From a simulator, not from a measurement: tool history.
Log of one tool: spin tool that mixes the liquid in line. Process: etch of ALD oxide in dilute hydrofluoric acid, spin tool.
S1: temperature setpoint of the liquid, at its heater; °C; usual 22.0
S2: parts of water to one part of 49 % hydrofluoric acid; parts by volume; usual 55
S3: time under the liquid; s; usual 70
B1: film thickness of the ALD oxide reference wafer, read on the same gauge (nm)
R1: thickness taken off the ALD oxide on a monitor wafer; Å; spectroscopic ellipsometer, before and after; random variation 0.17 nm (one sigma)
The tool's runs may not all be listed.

{"run": 1, "hour": 0.0, "S1": 22.0, "S2": 55, "S3": 70, "B1": 80.03, "R1": 190.4}
{"run": 2, "hour": 71.8, "S1": 22.0, "S2": 55, "S3": 70, "B1": 80.02, "R1": 189.6}
{"run": 3, "hour": 102.3, "S1": 22.0, "S2": 55, "S3": 70, "B1": 79.98, "R1": 187.3}
{"run": 4, "hour": 142.2, "S1": 22.0, "S2": 55, "S3": 70, "B1": 80.01, "R1": 189.1}
{"run": 5, "hour": 186.8, "S1": 22.0, "S2": 55, "S3": 70, "B1": 79.96, "R1": 186.3}
{"run": 6, "hour": 228.4, "S1": 22.0, "S2": 55, "S3": 70, "B1": 80.02, "R1": 182.2}
{"hour": 254.6, "done": "hydrofluoric acid flow meter replaced"}
{"run": 7, "hour": 277.8, "S1": 22.0, "S2": 60, "S3": 70, "B1": 79.98, "R1": 178.4}
{"run": 8, "hour": 329.4, "S1": 22.0, "S2": 55, "S3": 70, "B1": 79.97, "R1": 195.5}
{"run": 9, "hour": 381.3, "S1": 22.0, "S2": 55, "S3": 70, "B1": 80.0, "R1": 194.2}
{"run": 10, "hour": 434.5, "S1": 25.5, "S2": 55, "S3": 70, "B1": 79.99, "R1": 223.7}
{"hour": 451.8, "done": "thermometer replaced"}
{"run": 11, "hour": 480.3, "S1": 22.0, "S2": 55, "S3": 50, "B1": 79.99, "R1": 152.2}
{"run": 12, "hour": 547.0, "S1": 22.0, "S2": 55, "S3": 50, "B1": 80.0, "R1": 150.4}
{"run": 13, "hour": 594.8, "S1": 22.0, "S2": 55, "S3": 70, "B1": 79.97, "R1": 208.6}
{"run": 14, "hour": 629.3, "S1": 20.5, "S2": 55, "S3": 35, "B1": 80.0, "R1": 97.9}
{"run": 15, "hour": 699.9, "S1": 22.0, "S2": 45, "S3": 70, "B1": 80.0, "R1": 251.9}
{"run": 16, "hour": 747.2, "S1": 22.0, "S2": 55, "S3": 70, "B1": 79.99, "R1": 202.9}
{"run": 17, "hour": 793.7, "S1": 20.5, "S2": 70, "S3": 40, "B1": 80.0, "R1": 84.2}
{"hour": 850.8, "done": "hydrofluoric acid flow meter replaced"}
{"run": 18, "hour": 852.8, "S1": 26.0, "S2": 55, "S3": 100, "B1": 79.99, "R1": 365.9}
{"run": 19, "hour": 923.3, "S1": 22.0, "S2": 55, "S3": 105, "B1": 80.0, "R1": 320.5}
{"hour": 928.3, "done": "gauge calibrated"}
{"run": 20, "hour": 968.3, "S1": 22.0, "S2": 55, "S3": 70, "B1": 79.99, "R1": 214.8}
{"run": 21, "hour": 1039.3, "S1": 17.5, "S2": 55, "S3": 95, "B1": 79.97, "R1": 236.4}
{"run": 22, "hour": 1071.1, "S1": 20.5, "S2": 55, "S3": 70, "B1": 79.99, "R1": 197.4}
{"run": 23, "hour": 1112.6, "S1": 25.5, "S2": 75, "S3": 95, "B1": 80.02, "R1": 229.6}
{"run": 24, "hour": 1175.2, "S1": 22.0, "S2": 55, "S3": 70, "B1": 79.96, "R1": 204.9}

Forecast run 25:
{"run": 25, "hour": 1246.3, "S1": 22.0, "S2": 55, "S3": 70, "B1": "?", "R1": "?"}

B1: 80.01
R1: 201.9 Å
Without the tool's hidden state the same run would have given R1 223.3 Å.
